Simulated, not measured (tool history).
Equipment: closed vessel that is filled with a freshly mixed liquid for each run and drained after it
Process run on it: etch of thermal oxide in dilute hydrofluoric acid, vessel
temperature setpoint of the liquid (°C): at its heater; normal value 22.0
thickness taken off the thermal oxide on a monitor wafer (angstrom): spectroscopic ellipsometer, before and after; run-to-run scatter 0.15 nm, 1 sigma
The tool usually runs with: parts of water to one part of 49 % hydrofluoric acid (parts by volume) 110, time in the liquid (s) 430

| run | hour | temperature setpoint of the liquid (°C) | parts of water to one part of 49 % hydrofluoric acid (parts by volume) | time in the liquid (s) | read-back film thickness of the thermal oxide reference wafer, read on the same gauge (nm) | thickness taken off the thermal oxide on a monitor wafer (angstrom) |
|---|---|---|---|---|---|---|
| 1 | 0.0 | 22.0 | 110 | 430 | 140.03 | 155.5 |
| 2 | 64.1 | 22.0 | 110 | 430 | 139.97 | 155.7 |
| 3 | 116.2 | 22.0 | 110 | 430 | 140.01 | 151.8 |
| 4 | 173.3 | 22.0 | 110 | 360 | 139.99 | 129.0 |
| 5 | 206.2 | 22.0 | 110 | 430 | 140.06 | 155.9 |
|  | 358.9 | thermometer replaced |
|  | 393.0 | gauge calibrated |
| 6 | 402.0 | 22.0 | 110 | 430 | 139.97 | 165.4 |
| 7 | 434.4 | 25.0 | 110 | 430 | 139.98 | 186.0 |
| 8 | 460.9 | 22.0 | 110 | 430 | 139.98 | 165.4 |
| 9 | 486.5 | 19.0 | 110 | 430 | 140.00 | 144.0 |
| 10 | 511.8 | 19.0 | 110 | 430 | 139.98 | 145.0 |
| 11 | 582.3 | 22.0 | 70 | 430 | 139.98 | 266.1 |
| 12 | 641.7 | 22.0 | 110 | 430 | 140.00 | 164.5 |
| 13 | 696.0 | 22.0 | 130 | 290 | 140.01 | 90.7 |
| 14 | 720.5 | 19.5 | 140 | 430 | 140.03 | 113.0 |
| 15 | 750.4 | 22.0 | 110 | 430 | 140.02 | 164.2 |
| 16 | 815.2 | 22.0 | 110 | 580 | 140.01 | 219.1 |
| 17 | 884.5 | 19.0 | 140 | 240 | 140.03 | 60.9 |
| 18 | 926.0 | 18.5 | 140 | 265 | 139.95 | 65.1 |
| 19 | 992.5 | 22.0 | 110 | 430 | 140.05 | 160.1 |
| 20 | 1104.7 | 22.0 | 110 | 430 | 139.93 | 162.9 |
|  | 1124.7 | hydrofluoric acid flow meter replaced |
| 21 | 1170.2 | 22.0 | 110 | 430 | 140.03 | 161.4 |
| 22 | 1198.7 | 18.5 | 110 | 210 | 140.01 | 68.4 |
| 23 | 1229.8 | 24.0 | 110 | 430 | 140.00 | 174.8 |
| 24 | 1256.7 | 18.5 | 110 | 245 | 140.00 | 78.5 |
| 25 | 1284.8 | 22.0 | 110 | 430 | 140.03 | 158.2 |
| 26 | 1329.9 | 18.0 | 150 | 430 | 139.98 | 95.4 |
| 27 | 1381.0 | 22.0 | 110 | 255 | 140.01 | 92.3 |
| 28 | 1409.5 | 22.0 | 165 | 290 | 139.95 | 65.9 |
| 29 | 1461.6 | 25.0 | 110 | 210 | 139.97 | 86.7 |
| 30 | 1522.2 | 20.0 | 70 | 595 | 139.97 | 331.4 |
| 31 | 1568.9 | 18.0 | 140 | 275 | 139.98 | 65.2 |
| 32 | 1616.8 | 22.0 | 110 | 280 | 139.95 | 102.5 |
| 33 | 1666.0 | 22.0 | 110 | 430 | 139.99 | 153.4 |
| 34 | 1719.2 | 22.0 | 110 | 430 | 140.00 | 153.7 |

Below are 3 alternative next runs, each starting from the tool's condition after run 34. Predict each:
| A | 1720.0 | 22.0 | 110 | 245 | ? | ? |
| B | 1720.0 | 26.5 | 110 | 430 | ? | ? |
| C | 1720.0 | 26.0 | 80 | 190 | ? | ? |

| run | read-back film thickness of the thermal oxide reference wafer, read on the same gauge (nm) | thickness taken off the thermal oxide on a monitor wafer (angstrom) |
|---|---|---|
| A | 139.99 | 89.0 |
| B | 139.99 | 187.0 |
| C | 139.99 | 115.6 |
Take away the tool's hidden state, keep each run's random variation, and the runs would have read:
| run | thickness taken off the thermal oxide on a monitor wafer (angstrom) |
|---|---|
| A | 96.3 |
| B | 201.7 |
| C | 125.0 |
